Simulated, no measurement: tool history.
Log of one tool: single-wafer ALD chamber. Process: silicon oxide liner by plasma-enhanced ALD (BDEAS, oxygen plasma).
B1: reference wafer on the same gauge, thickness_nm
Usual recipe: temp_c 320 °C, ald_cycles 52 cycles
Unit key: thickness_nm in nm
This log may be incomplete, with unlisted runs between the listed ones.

{"run": 1, "hour": 0.0, "temp_c": 320, "ald_cycles": 55, "B1": 5.414, "thickness_nm": 5.082}
{"hour": 5.9, "done": "gauge calibrated"}
{"run": 2, "hour": 16.2, "temp_c": 320, "ald_cycles": 52, "B1": 5.36, "thickness_nm": 4.723}
{"run": 3, "hour": 33.1, "temp_c": 320, "ald_cycles": 44, "B1": 5.355, "thickness_nm": 4.012}
{"run": 4, "hour": 39.1, "temp_c": 320, "ald_cycles": 44, "B1": 5.358, "thickness_nm": 4.03}
{"run": 5, "hour": 46.7, "temp_c": 320, "ald_cycles": 44, "B1": 5.359, "thickness_nm": 4.023}
{"run": 6, "hour": 60.4, "temp_c": 320, "ald_cycles": 52, "B1": 5.365, "thickness_nm": 4.735}
{"run": 7, "hour": 67.3, "temp_c": 320, "ald_cycles": 52, "B1": 5.362, "thickness_nm": 4.762}
{"run": 8, "hour": 76.0, "temp_c": 320, "ald_cycles": 52, "B1": 5.355, "thickness_nm": 4.753}
{"run": 9, "hour": 86.9, "temp_c": 327, "ald_cycles": 52, "B1": 5.362, "thickness_nm": 4.718}
{"run": 10, "hour": 95.4, "temp_c": 320, "ald_cycles": 52, "B1": 5.363, "thickness_nm": 4.764}
{"run": 11, "hour": 109.7, "temp_c": 320, "ald_cycles": 52, "B1": 5.365, "thickness_nm": 4.772}
{"run": 12, "hour": 125.9, "temp_c": 320, "ald_cycles": 48, "B1": 5.369, "thickness_nm": 4.396}
{"run": 13, "hour": 134.0, "temp_c": 320, "ald_cycles": 48, "B1": 5.363, "thickness_nm": 4.395}
{"run": 14, "hour": 142.5, "temp_c": 310, "ald_cycles": 52, "B1": 5.369, "thickness_nm": 4.84}
{"run": 15, "hour": 154.9, "temp_c": 310, "ald_cycles": 52, "B1": 5.369, "thickness_nm": 4.851}
{"run": 16, "hour": 169.6, "temp_c": 328, "ald_cycles": 52, "B1": 5.382, "thickness_nm": 4.703}
{"hour": 178.0, "done": "thermocouple changed; heater temperature recalibrated"}
{"run": 17, "hour": 178.5, "temp_c": 328, "ald_cycles": 52, "B1": 5.382, "thickness_nm": 4.73}
{"run": 18, "hour": 182.7, "temp_c": 328, "ald_cycles": 52, "B1": 5.382, "thickness_nm": 4.73}
{"run": 19, "hour": 199.6, "temp_c": 316, "ald_cycles": 42, "B1": 5.39, "thickness_nm": 3.88}
{"run": 20, "hour": 213.5, "temp_c": 309, "ald_cycles": 62, "B1": 5.396, "thickness_nm": 5.827}
{"run": 21, "hour": 225.2, "temp_c": 314, "ald_cycles": 58, "B1": 5.397, "thickness_nm": 5.393}

Run 22 has not been measured yet. What should we expect?
{"run": 22, "hour": 237.7, "temp_c": 309, "ald_cycles": 62, "B1": "?", "thickness_nm": "?"}

B1: 5.398
thickness_nm: 5.818 nm
If the tool had no hidden condition, the same run with the same run-to-run variation would have returned thickness_nm 5.773 nm.

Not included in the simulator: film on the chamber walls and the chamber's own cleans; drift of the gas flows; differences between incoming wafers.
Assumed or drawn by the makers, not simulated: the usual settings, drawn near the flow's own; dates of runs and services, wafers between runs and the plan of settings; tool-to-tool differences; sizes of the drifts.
